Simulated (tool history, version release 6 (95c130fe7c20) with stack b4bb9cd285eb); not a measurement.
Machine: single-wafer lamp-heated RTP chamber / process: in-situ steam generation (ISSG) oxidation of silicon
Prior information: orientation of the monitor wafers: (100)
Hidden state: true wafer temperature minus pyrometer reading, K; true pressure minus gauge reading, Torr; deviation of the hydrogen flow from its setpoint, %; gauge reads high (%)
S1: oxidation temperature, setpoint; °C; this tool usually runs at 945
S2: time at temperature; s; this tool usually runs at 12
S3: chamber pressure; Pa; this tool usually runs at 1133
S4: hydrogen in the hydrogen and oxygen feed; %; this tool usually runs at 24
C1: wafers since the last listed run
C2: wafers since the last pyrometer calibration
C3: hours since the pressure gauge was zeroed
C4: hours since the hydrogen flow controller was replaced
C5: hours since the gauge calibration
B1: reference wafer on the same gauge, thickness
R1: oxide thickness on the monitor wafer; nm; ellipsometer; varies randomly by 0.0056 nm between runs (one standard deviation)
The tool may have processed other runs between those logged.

| run | hour | S1 | S2 | S3 | S4 | C1 | C2 | C3 | C4 | C5 | B1 | R1 |
|---|---|---|---|---|---|---|---|---|---|---|---|---|
| 1 | 0 | 950 | 12 | 1133 | 24 | 0 | 5716 | 2341.8 | 3123.9 | 179.2 | 3.94 | 3.857 |
| 2 | 8.1 | 950 | 12 | 1133 | 24 | 46 | 5763 | 2349.9 | 3132 | 187.3 | 3.943 | 3.862 |
| 3 | 17.9 | 960 | 12 | 1133 | 24 | 56 | 5820 | 2359.7 | 3141.8 | 197.1 | 3.94 | 3.963 |
| 4 | 34.2 | 945 | 12 | 1133 | 24 | 94 | 5915 | 2376 | 3158.1 | 213.4 | 3.94 | 3.807 |
| 5 | 43.6 | 945 | 12 | 1133 | 24 | 54 | 5969 | 2385.4 | 3167.5 | 222.8 | 3.941 | 3.806 |
| 6 | 55.4 | 931 | 12 | 1133 | 24 | 68 | 6037 | 2397.2 | 3179.3 | 234.6 | 3.941 | 3.696 |
| 7 | 70.3 | 931 | 12 | 1133 | 24 | 86 | 6124 | 2412.1 | 3194.2 | 249.5 | 3.941 | 3.689 |
| 8 | 84.1 | 931 | 12 | 1133 | 24 | 79 | 6204 | 2425.9 | 3208 | 263.3 | 3.939 | 3.7 |
| 9 | 92.1 | 945 | 12 | 1133 | 24 | 46 | 6250 | 2433.9 | 3216 | 271.3 | 3.94 | 3.812 |
| 10 | 103.7 | 945 | 12 | 1133 | 24 | 67 | 6317 | 2445.5 | 3227.6 | 282.9 | 3.94 | 3.823 |
| 11 | 114 | 945 | 12 | 1133 | 24 | 59 | 6377 | 2455.8 | 3237.9 | 293.2 | 3.941 | 3.813 |
| 12 | 130.8 | 945 | 12 | 1133 | 24 | 97 | 6474 | 2472.6 | 3254.7 | 310 | 3.94 | 3.811 |
| 13 | 137 | 945 | 12 | 1133 | 24 | 35 | 6510 | 2478.8 | 3260.9 | 316.2 | 3.941 | 3.801 |
| 14 | 152.8 | 945 | 15 | 1133 | 24 | 91 | 6602 | 2494.6 | 3276.7 | 332 | 3.94 | 4.145 |
|  | 199.4 | pressure gauge zeroed |
| 15 | 199.9 | 945 | 12 | 1133 | 32 | 226 | 6828 | 0.5 | 3323.8 | 379.1 | 3.941 | 4.115 |
| 16 | 200.9 | 945 | 12 | 1133 | 24 | 5 | 6834 | 1.5 | 3324.8 | 380.1 | 3.941 | 3.816 |
|  | 222.4 | pyrometer window cleaned and pyrometer calibrated |
|  | 229.9 | hydrogen flow controller replaced |
| 17 | 230.4 | 945 | 12 | 1133 | 24 | 81 | 3 | 31 | 0.5 | 409.6 | 3.94 | 3.849 |
| 18 | 234.3 | 945 | 14 | 1133 | 24 | 22 | 25 | 34.9 | 4.4 | 413.5 | 3.939 | 4.087 |
| 19 | 248.6 | 953 | 12 | 1267 | 24 | 82 | 108 | 49.2 | 18.7 | 427.8 | 3.939 | 3.885 |
| 20 | 254.6 | 945 | 13 | 1067 | 20 | 34 | 143 | 55.2 | 24.7 | 433.8 | 3.94 | 3.803 |
|  | 256.7 | gauge calibrated |
| 21 | 261 | 963 | 12 | 1133 | 24 | 37 | 180 | 61.6 | 31.1 | 4.3 | 3.939 | 4.045 |
| 22 | 273.9 | 945 | 12 | 1133 | 16 | 74 | 255 | 74.5 | 44 | 17.2 | 3.941 | 3.503 |
| 23 | 280.6 | 936 | 14 | 1053 | 20 | 38 | 293 | 81.2 | 50.7 | 23.9 | 3.939 | 3.817 |
|  | 295.3 | pyrometer window cleaned and pyrometer calibrated, repeated, since the last time left the tool worse |
| 24 | 295.8 | 945 | 12 | 1133 | 24 | 41 | 3 | 96.4 | 65.9 | 39.1 | 3.941 | 3.735 |
| 25 | 326.4 | 930 | 14 | 1133 | 24 | 177 | 180 | 127 | 96.5 | 69.7 | 3.94 | 3.816 |
| 26 | 336.6 | 945 | 12 | 1133 | 24 | 59 | 239 | 137.2 | 106.7 | 79.9 | 3.94 | 3.744 |

Run by run, hidden condition taken away, random variation retained:
| run | R1 |
|---|---|
| 1 | 3.782 |
| 2 | 3.787 |
| 3 | 3.88 |
| 4 | 3.735 |
| 5 | 3.734 |
| 6 | 3.631 |
| 7 | 3.625 |
| 8 | 3.636 |
| 9 | 3.739 |
| 10 | 3.75 |
| 11 | 3.74 |
| 12 | 3.738 |
| 13 | 3.728 |
| 14 | 4.056 |
| 15 | 4.035 |
| 16 | 3.742 |
| 17 | 3.737 |
| 18 | 3.96 |
| 19 | 3.763 |
| 20 | 3.685 |
| 21 | 3.907 |
| 22 | 3.397 |
| 23 | 3.698 |
| 24 | 3.735 |
| 25 | 3.812 |
| 26 | 3.738 |

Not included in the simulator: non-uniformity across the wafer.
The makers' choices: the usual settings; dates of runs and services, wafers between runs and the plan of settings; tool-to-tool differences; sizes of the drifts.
